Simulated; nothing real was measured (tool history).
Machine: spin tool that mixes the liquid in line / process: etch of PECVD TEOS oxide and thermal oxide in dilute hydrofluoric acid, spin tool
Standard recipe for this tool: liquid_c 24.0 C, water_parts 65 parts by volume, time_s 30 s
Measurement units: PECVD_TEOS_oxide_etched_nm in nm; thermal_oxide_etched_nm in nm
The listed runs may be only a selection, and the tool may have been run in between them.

run,hour,liquid_c,water_parts,time_s,"read-back film thickness of the PECVD TEOS oxide reference wafer, read on the same gauge (nm)","read-back film thickness of the thermal oxide reference wafer, read on the same gauge (nm)",PECVD_TEOS_oxide_etched_nm,thermal_oxide_etched_nm
1,0.0,24.0,75,20,140.00,140.012,8.29,1.444
2,44.8,24.0,75,20,139.97,139.993,8.33,1.483
3,109.7,24.0,75,20,139.99,139.993,8.36,1.491
4,166.0,24.0,85,30,140.00,139.986,10.91,1.945
5,227.2,24.0,85,30,139.97,140.020,10.93,1.943
6,272.7,24.0,85,30,140.00,140.006,10.97,1.931
7,315.2,24.0,65,30,139.97,140.001,14.60,2.645
# hour 361.8: gauge calibrated
8,374.2,24.0,65,30,139.99,139.936,14.83,2.552
9,425.0,20.5,65,30,139.99,139.939,12.79,2.253
10,494.5,20.5,65,30,139.97,140.008,12.85,2.264
11,534.5,24.0,65,20,139.97,139.993,9.83,1.778
12,574.4,19.5,55,30,139.94,139.987,14.81,2.556
13,643.2,26.0,55,15,140.05,139.991,9.67,1.666
14,698.6,24.0,65,30,140.04,139.994,15.04,2.618
# hour 739.6: hydrofluoric acid flow meter replaced
15,750.4,24.0,65,30,139.96,140.020,14.13,2.501
# hour 785.2: thermometer replaced
16,820.3,24.0,65,30,140.04,139.986,14.17,2.445
# hour 831.3: gauge calibrated
17,853.8,26.5,85,30,140.02,140.022,11.66,2.083
18,881.7,24.0,45,30,139.98,139.967,21.28,3.722
19,951.4,26.0,45,15,140.02,139.982,11.48,2.004
20,1040.9,28.0,50,45,140.06,139.971,33.39,5.906

What the log doesn't show, run by run:
liquid hotter than its thermometer reads (K): 0, the same for each run
gauge reads high (%): 0, the same for each run
H1: hydrofluoric acid flow above the setpoint (%)
run,H1
1,3.42
2,3.55
3,3.75
4,3.92
5,4.1
6,4.24
7,4.36
8,4.54
9,4.69
10,4.9
11,5.02
12,5.14
13,5.35
14,5.52
15,0.457
16,0.667
17,0.768
18,0.852
19,1.06
20,1.33
